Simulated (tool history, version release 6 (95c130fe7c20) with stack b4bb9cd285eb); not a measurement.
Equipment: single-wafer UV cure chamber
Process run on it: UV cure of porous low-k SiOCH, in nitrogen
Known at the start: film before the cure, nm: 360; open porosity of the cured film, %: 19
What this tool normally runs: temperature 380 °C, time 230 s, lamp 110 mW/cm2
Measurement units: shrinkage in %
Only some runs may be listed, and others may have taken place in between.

Run 1, day 0: usual settings. Result: shrinkage 10.485 %.
Run 2, day 0.596: usual settings. Result: shrinkage 10.509 %.
Run 3, day 1.208: usual settings. Result: shrinkage 10.083 %.
Run 4, day 1.508: usual settings. Result: shrinkage 10.161 %.
Run 5, day 1.846: usual settings. Result: shrinkage 10.442 %.
Run 6, day 2.329: usual settings. Result: shrinkage 10.333 %.
Run 7, day 2.604: usual settings but temperature 365 °C, time 320 s. Result: shrinkage 11.661 %.
Run 8, day 2.938: usual settings but temperature 365 °C, time 320 s. Result: shrinkage 11.484 %.
Run 9, day 3.271: usual settings. Result: shrinkage 10.459 %.
Run 10, day 3.783: usual settings. Result: shrinkage 10.28 %.
Run 11, day 4.15: usual settings. Result: shrinkage 10.246 %.
Run 12, day 4.804: usual settings but temperature 375 °C, lamp 137 mW/cm2. Result: shrinkage 11.041 %.
Run 13, day 5.138: usual settings. Result: shrinkage 10.261 %.
Run 14, day 5.8: usual settings but temperature 389 °C, time 285 s. Result: shrinkage 11.43 %.
Run 15, day 6.129: usual settings but temperature 389 °C, time 285 s. Result: shrinkage 11.492 %.
Run 16, day 6.854: usual settings but temperature 389 °C, time 285 s. Result: shrinkage 11.48 %.
Run 17, day 7.504: usual settings but time 175 s. Result: shrinkage 9.019 %.
Run 18, day 8.083: usual settings but time 175 s. Result: shrinkage 9.014 %.
At day 8.554: quartz window cleaned.
Run 19, day 8.575: usual settings but time 175 s. Result: shrinkage 9.96 %.
Run 20, day 8.858: usual settings but lamp 120 mW/cm2. Result: shrinkage 11.506 %.
Run 21, day 9.342: usual settings but lamp 120 mW/cm2. Result: shrinkage 11.178 %.
Run 22, day 9.758: usual settings but lamp 130 mW/cm2. Result: shrinkage 11.659 %.
Run 23, day 10.45: usual settings but lamp 130 mW/cm2. Result: shrinkage 11.562 %.
At day 11.154: UV bulbs replaced.
Run 24, day 11.171: usual settings but time 335 s. Result: shrinkage 12.349 %.
Run 25, day 11.517: usual settings. Result: shrinkage 10.567 %.
Run 26, day 11.946: usual settings but lamp 123 mW/cm2. Result: shrinkage 11.34 %.
Run 27, day 12.254: usual settings but time 280 s. Result: shrinkage 11.614 %.
Run 28, day 13.888: usual settings. Result: shrinkage 10.413 %.
Run 29, day 14.433: usual settings but temperature 369 °C. Result: shrinkage 10.514 %.
Run 30, day 16.379: usual settings. Result: shrinkage 10.361 %.
Run 31, day 16.962: usual settings but temperature 375 °C, time 165 s, lamp 72 mW/cm2. Result: shrinkage 7.372 %.
Run 32, day 17.342: usual settings. Result: shrinkage 10.479 %.
Run 33, day 17.929: usual settings but time 100 s, lamp 144 mW/cm2. Result: shrinkage 7.897 %.
Run 34, day 18.221: usual settings but temperature 362 °C, time 175 s, lamp 123 mW/cm2. Result: shrinkage 9.344 %.
Run 35, day 18.621: usual settings but temperature 397 °C, time 360 s, lamp 125 mW/cm2. Result: shrinkage 13.106 %.
Run 36, day 19.221: usual settings but temperature 386 °C. Result: shrinkage 10.476 %.
Run 37, day 19.525: usual settings but lamp 120 mW/cm2. Result: shrinkage 10.813 %.
Run 38, day 20.258: usual settings but time 325 s, lamp 80 mW/cm2. Result: shrinkage 10.507 %.
Run 39, day 20.583: usual settings but temperature 367 °C, time 105 s, lamp 86 mW/cm2. Result: shrinkage 6.083 %.
Run 40, day 21.062: usual settings but lamp 143 mW/cm2. Result: shrinkage 11.483 %.
Run 41, day 21.329: usual settings but lamp 122 mW/cm2. Result: shrinkage 10.839 %.
Run 42, day 21.979: usual settings but temperature 390 °C, time 150 s. Result: shrinkage 8.679 %.
Run 43, day 22.542: usual settings but temperature 373 °C, time 325 s, lamp 93 mW/cm2. Result: shrinkage 10.869 %.
Run 44, day 23.175: usual settings. Result: shrinkage 10.294 %.
Run 45, day 23.917: usual settings. Result: shrinkage 10.265 %.
Run 46, day 24.571: usual settings but time 175 s. Result: shrinkage 9.162 %.
At day 25.621: quartz window cleaned.
Run 47, day 25.642: usual settings but temperature 366 °C, time 120 s, lamp 92 mW/cm2. Result: shrinkage 7.363 %.
Run 48, day 25.658: usual settings but lamp 98 mW/cm2. Result: shrinkage 10.583 %.

What if the next run were any one of these 5? Each begins from the tool's condition after run 48:
Run A, day 25.679: usual settings. Result: shrinkage ?.
Run B, day 25.679: usual settings but temperature 391 °C, time 160 s. Result: shrinkage ?.
Run C, day 25.679: usual settings but temperature 399 °C, lamp 81 mW/cm2. Result: shrinkage ?.
Run D, day 25.679: usual settings but temperature 397 °C. Result: shrinkage ?.
Run E, day 25.679: usual settings but temperature 365 °C. Result: shrinkage ?.

run  shrinkage
  A     10.882
  B      9.535
  C      9.902
  D     11.174
  E     10.613
Stripped of hidden state, with their random variation kept, the same runs would have yielded:
run  shrinkage
  A      10.95
  B      9.601
  C      9.969
  D     11.243
  E     10.681

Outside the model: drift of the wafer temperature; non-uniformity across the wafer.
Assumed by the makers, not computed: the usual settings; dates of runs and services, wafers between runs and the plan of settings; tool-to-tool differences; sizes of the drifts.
